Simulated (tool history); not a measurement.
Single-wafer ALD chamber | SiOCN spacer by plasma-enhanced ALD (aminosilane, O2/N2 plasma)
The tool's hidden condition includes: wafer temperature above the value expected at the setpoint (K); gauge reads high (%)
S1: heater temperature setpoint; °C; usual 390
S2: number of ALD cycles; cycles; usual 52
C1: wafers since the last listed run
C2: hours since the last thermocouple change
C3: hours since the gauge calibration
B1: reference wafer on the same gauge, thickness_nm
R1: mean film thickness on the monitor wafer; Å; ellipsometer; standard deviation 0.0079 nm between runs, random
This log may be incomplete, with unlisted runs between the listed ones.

run 1 hour=0.0 | S1=400 S2=58 | C1=0 C2=1705.9 C3=104.4 | B1=2.852 | R1=34.61
run 2 hour=20.8 | S1=400 S2=58 | C1=106 C2=1726.7 C3=125.2 | B1=2.849 | R1=34.80
run 3 hour=52.0 | S1=390 S2=52 | C1=159 C2=1757.9 C3=156.4 | B1=2.847 | R1=31.18
run 4 hour=86.0 | S1=390 S2=52 | C1=173 C2=1791.9 C3=190.4 | B1=2.841 | R1=31.02
run 5 hour=107.5 | S1=390 S2=52 | C1=109 C2=1813.4 C3=211.9 | B1=2.844 | R1=31.10
run 6 hour=129.7 | S1=390 S2=52 | C1=113 C2=1835.6 C3=234.1 | B1=2.837 | R1=31.17
run 7 hour=146.6 | S1=390 S2=52 | C1=86 C2=1852.5 C3=251.0 | B1=2.838 | R1=30.99
run 8 hour=181.2 | S1=390 S2=52 | C1=176 C2=1887.1 C3=285.6 | B1=2.835 | R1=31.06
run 9 hour=194.9 | S1=390 S2=52 | C1=69 C2=1900.8 C3=299.3 | B1=2.837 | R1=31.19

Forecast run 10:
run 10 hour=230.7 | S1=386 S2=56 | C1=182 C2=1936.6 C3=335.1 | B1=? | R1=?

Run 10 yielded B1 2.837, R1 33.43 Å.
Had the tool carried no hidden state, the very same run would have given R1 33.96 Å.

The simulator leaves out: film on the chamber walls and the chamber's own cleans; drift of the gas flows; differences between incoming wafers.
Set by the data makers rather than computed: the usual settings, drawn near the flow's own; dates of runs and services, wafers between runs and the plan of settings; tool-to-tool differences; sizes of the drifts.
